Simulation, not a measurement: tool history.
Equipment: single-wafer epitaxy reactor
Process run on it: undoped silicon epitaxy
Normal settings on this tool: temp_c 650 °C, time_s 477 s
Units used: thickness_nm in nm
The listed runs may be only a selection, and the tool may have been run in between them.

run    hour  temp_c  time_s  wafers since the last listed run  hours since the last pyrometer calibration  hours since the gauge calibration  read-back reference wafer on the same gauge, thickness_nm  thickness_nm
  1     0.0     650     477                                 0                                      1438.6                             1882.9                                                     91.972        76.914
  2    79.3     650     477                               201                                      1517.9                             1962.2                                                     92.021        76.646
  3   184.7     650     477                               268                                      1623.3                             2067.6                                                     91.983        76.538
  4   266.1     650     501                               207                                      1704.7                             2149.0                                                     92.060        79.157
  5   333.3     650     501                               170                                      1771.9                             2216.2                                                     92.160        79.965
  6   394.9     650     477                               156                                      1833.5                             2277.8                                                     92.015        75.760
  7   473.8     657     477                               200                                      1912.4                             2356.7                                                     91.991        89.060
  8   655.6     655     477                               462                                      2094.2                             2538.5                                                     91.961        84.075
  9   695.2     650     477                               100                                      2133.8                             2578.1                                                     92.092        75.749
      948.3  -- pyrometer calibrated
 10   975.8     650     477                               693                                        27.5                             2858.7                                                     91.996        77.887
 11  1017.5     641     477                               106                                        69.2                             2900.4                                                     92.038        63.523
     1066.9  -- gauge calibrated
 12  1125.0     650     477                               273                                       176.7                               58.1                                                     91.963        77.921
 13  1231.1     650     477                               269                                       282.8                              164.2                                                     92.033        77.575
 14  1294.0     650     477                               160                                       345.7                              227.1                                                     91.979        77.388
 15  1390.2     650     477                               244                                       441.9                              323.3                                                     92.013        77.649
 16  1480.2     650     477                               228                                       531.9                              413.3                                                     92.012        77.639
 17  1525.8     650     428                               116                                       577.5                              458.9                                                     92.002        69.527
 18  1606.0     642     403                               204                                       657.7                              539.1                                                     91.998        54.482
 19  1688.6     654     477                               210                                       740.3                              621.7                                                     91.972        83.970
 20  1744.8     650     477                               142                                       796.5                              677.9                                                     92.055        76.885
 21  1827.3     660     447                               209                                       879.0                              760.4                                                     92.034        90.374
 22  1952.7     643     518                               319                                      1004.4                              885.8                                                     92.072        71.071
 23  1994.0     639     514                               105                                      1045.7                              927.1                                                     91.924        64.121
 24  2082.3     643     477                               224                                      1134.0                             1015.4                                                     91.993        65.209
 25  2124.9     660     394                               108                                      1176.6                             1058.0                                                     92.057        78.921
 26  2189.7     656     394                               164                                      1241.4                             1122.8                                                     91.936        72.225
 27  2266.1     664     562                               194                                      1317.8                             1199.2                                                     92.028       123.929
 28  2329.8     650     392                               162                                      1381.5                             1262.9                                                     91.976        62.958
 29  2368.8     662     405                                99                                      1420.5                             1301.9                                                     92.006        84.637

Branching from run 29: 4 alternative next runs. What would each branch give?
  A  2369.3     665     477                                 1                                      1421.0                             1302.4                                                          ?             ?
  B  2369.3     650     425                                 1                                      1421.0                             1302.4                                                          ?             ?
  C  2369.3     638     397                                 1                                      1421.0                             1302.4                                                          ?             ?
  D  2369.3     635     393                                 1                                      1421.0                             1302.4                                                          ?             ?

run  read-back reference wafer on the same gauge, thickness_nm  thickness_nm
  A                                                     92.054       107.255
  B                                                     92.054        68.381
  C                                                     92.054        48.470
  D                                                     92.054        44.730
What these runs would have given with no unlogged condition in the tool:
run  thickness_nm
  A       109.514
  B        69.872
  C        49.556
  D        45.739

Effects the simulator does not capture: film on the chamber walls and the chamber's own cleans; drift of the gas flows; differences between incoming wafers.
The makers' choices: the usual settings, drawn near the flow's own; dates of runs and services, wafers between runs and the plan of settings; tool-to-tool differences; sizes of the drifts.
